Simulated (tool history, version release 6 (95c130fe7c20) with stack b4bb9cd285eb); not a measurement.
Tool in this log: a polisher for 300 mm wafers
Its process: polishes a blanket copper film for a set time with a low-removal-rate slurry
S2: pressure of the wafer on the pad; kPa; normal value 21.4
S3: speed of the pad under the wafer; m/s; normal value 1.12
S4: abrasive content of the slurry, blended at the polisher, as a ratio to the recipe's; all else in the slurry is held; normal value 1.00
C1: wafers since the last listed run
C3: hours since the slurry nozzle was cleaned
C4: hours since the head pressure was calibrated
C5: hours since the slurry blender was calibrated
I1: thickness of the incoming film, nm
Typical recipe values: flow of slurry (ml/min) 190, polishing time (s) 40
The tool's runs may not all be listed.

Run 1, hour 0.0: usual settings but S4 1.20; C1 0; wafers polished on this pad 3; C3 277.7; C4 330.0; C5 107.5; I1 1479.2. Result: film removed (nm) 151.4.
Run 2, hour 10.4: usual settings but S4 1.20; C1 68; wafers polished on this pad 72; C3 288.1; C4 340.4; C5 117.9; I1 1461.4. Result: film removed (nm) 150.7.
Run 3, hour 23.8: usual settings but S2 16.5 kPa; C1 88; wafers polished on this pad 160; C3 301.5; C4 353.8; C5 131.3; I1 1478.1. Result: film removed (nm) 113.9.
Run 4, hour 39.0: usual settings but S2 16.5 kPa; C1 100; wafers polished on this pad 261; C3 316.7; C4 369.0; C5 146.5; I1 1492.5. Result: film removed (nm) 114.0.
Run 5, hour 45.8: usual settings; C1 45; wafers polished on this pad 306; C3 323.5; C4 375.8; C5 153.3; I1 1465.2. Result: film removed (nm) 145.7.
Run 6, hour 58.9: usual settings; C1 86; wafers polished on this pad 392; C3 336.6; C4 388.9; C5 166.4; I1 1484.6. Result: film removed (nm) 141.0.
Run 7, hour 86.9: usual settings; C1 185; wafers polished on this pad 578; C3 364.6; C4 416.9; C5 194.4; I1 1460.1. Result: film removed (nm) 140.6.
At hour 132.7: slurry nozzle cleaned.
Run 8, hour 136.4: usual settings but S3 1.34 m/s, polishing time (s) 36; C1 320; wafers polished on this pad 899; C3 3.7; C4 466.4; C5 243.9; I1 1474.8. Result: film removed (nm) 142.5.
Run 9, hour 144.1: usual settings but S3 1.34 m/s, polishing time (s) 36; C1 50; wafers polished on this pad 950; C3 11.4; C4 474.1; C5 251.6; I1 1485.4. Result: film removed (nm) 142.7.
Run 10, hour 150.8: usual settings; C1 44; wafers polished on this pad 994; C3 18.1; C4 480.8; C5 258.3; I1 1464.4. Result: film removed (nm) 133.8.
Run 11, hour 168.7: usual settings; C1 118; wafers polished on this pad 1113; C3 36.0; C4 498.7; C5 276.2; I1 1460.0. Result: film removed (nm) 130.9.
At hour 180.2: worn pad replaced by a new one.
Run 12, hour 186.2: usual settings but flow of slurry (ml/min) 160; C1 89; wafers polished on this pad 39; C3 53.5; C4 516.2; C5 293.7; I1 1456.6. Result: film removed (nm) 137.8.
At hour 190.9: head pressure recalibrated.
Run 13, hour 194.0: usual settings; C1 38; wafers polished on this pad 77; C3 61.3; C4 3.1; C5 301.5; I1 1460.7. Result: film removed (nm) 147.9.
Run 14, hour 205.9: usual settings but S2 19.3 kPa, polishing time (s) 30; C1 78; wafers polished on this pad 156; C3 73.2; C4 15.0; C5 313.4; I1 1473.3. Result: film removed (nm) 99.3.
Run 15, hour 215.0: usual settings; C1 60; wafers polished on this pad 216; C3 82.3; C4 24.1; C5 322.5; I1 1498.6. Result: film removed (nm) 146.8.
Run 16, hour 223.5: usual settings but flow of slurry (ml/min) 135, S2 27.6 kPa, S3 1.50 m/s, polishing time (s) 49; C1 56; wafers polished on this pad 273; C3 90.8; C4 32.6; C5 331.0; I1 1477.1. Result: film removed (nm) 283.0.
At hour 232.9: slurry blender recalibrated.
Run 17, hour 240.4: usual settings but S2 14.5 kPa, S3 1.36 m/s, polishing time (s) 51; C1 98; wafers polished on this pad 371; C3 107.7; C4 49.5; C5 7.5; I1 1463.7. Result: film removed (nm) 154.8.
Run 18, hour 249.2: usual settings but S2 24.1 kPa, S4 1.25, polishing time (s) 44; C1 58; wafers polished on this pad 429; C3 116.5; C4 58.3; C5 16.3; I1 1440.1. Result: film removed (nm) 188.7.
Run 19, hour 263.6: usual settings but S3 1.46 m/s, polishing time (s) 52; C1 95; wafers polished on this pad 525; C3 130.9; C4 72.7; C5 30.7; I1 1473.1. Result: film removed (nm) 237.6.
Run 20, hour 274.6: usual settings; C1 72; wafers polished on this pad 597; C3 141.9; C4 83.7; C5 41.7; I1 1476.7. Result: film removed (nm) 139.9.
Run 21, hour 290.2: usual settings; C1 103; wafers polished on this pad 701; C3 157.5; C4 99.3; C5 57.3; I1 1447.9. Result: film removed (nm) 139.7.
Run 22, hour 302.8: usual settings but S4 1.30; C1 83; wafers polished on this pad 784; C3 170.1; C4 111.9; C5 69.9; I1 1477.4. Result: film removed (nm) 151.0.
At hour 345.2: worn pad replaced by a new one.
Run 23, hour 352.9: usual settings but S3 1.44 m/s, polishing time (s) 54; C1 305; wafers polished on this pad 51; C3 220.2; C4 162.0; C5 120.0; I1 1457.7. Result: film removed (nm) 249.4.
Run 24, hour 364.8: usual settings but S4 1.20; C1 78; wafers polished on this pad 129; C3 232.1; C4 173.9; C5 131.9; I1 1483.4. Result: film removed (nm) 152.1.
Run 25, hour 376.0: usual settings but polishing time (s) 28; C1 74; wafers polished on this pad 203; C3 243.3; C4 185.1; C5 143.1; I1 1474.0. Result: film removed (nm) 100.9.
Run 26, hour 382.9: usual settings but flow of slurry (ml/min) 135, S3 1.32 m/s, S4 1.20; C1 45; wafers polished on this pad 249; C3 250.2; C4 192.0; C5 150.0; I1 1470.9. Result: film removed (nm) 168.2.
Run 27, hour 428.6: usual settings but S3 1.44 m/s; C1 302; wafers polished on this pad 552; C3 295.9; C4 237.7; C5 195.7; I1 1459.1. Result: film removed (nm) 180.6.
Run 28, hour 437.3: usual settings but S2 17.2 kPa, S3 0.88 m/s, S4 0.85, polishing time (s) 50; C1 57; wafers polished on this pad 609; C3 304.6; C4 246.4; C5 204.4; I1 1478.2. Result: film removed (nm) 110.9.
Run 29, hour 449.5: usual settings but S2 14.5 kPa, S4 0.90; C1 80; wafers polished on this pad 690; C3 316.8; C4 258.6; C5 216.6; I1 1489.5. Result: film removed (nm) 96.6.

Here are 5 independent what-if runs from the current tool condition. What would each one return?
Run A, hour 449.9: usual settings; C1 2; wafers polished on this pad 693; C3 317.2; C4 259.0; C5 217.0; I1 1461.6. Result: film removed (nm) ?.
Run B, hour 449.9: usual settings but flow of slurry (ml/min) 135, S2 27.6 kPa, S3 1.34 m/s; C1 2; wafers polished on this pad 693; C3 317.2; C4 259.0; C5 217.0; I1 1461.6. Result: film removed (nm) ?.
Run C, hour 449.9: usual settings but S2 14.5 kPa, S3 0.96 m/s; C1 2; wafers polished on this pad 693; C3 317.2; C4 259.0; C5 217.0; I1 1461.6. Result: film removed (nm) ?.
Run D, hour 449.9: usual settings but S4 0.75; C1 2; wafers polished on this pad 693; C3 317.2; C4 259.0; C5 217.0; I1 1461.6. Result: film removed (nm) ?.
Run E, hour 449.9: usual settings but flow of slurry (ml/min) 245; C1 2; wafers polished on this pad 693; C3 317.2; C4 259.0; C5 217.0; I1 1461.6. Result: film removed (nm) ?.

run  film removed (nm)
  A              139.0
  B              196.3
  C               84.3
  D              128.9
  E              143.7
Had the tool no hidden state, the same runs would have come out as:
run  film removed (nm)
  A              146.3
  B              206.7
  C               88.8
  D              135.7
  E              151.3
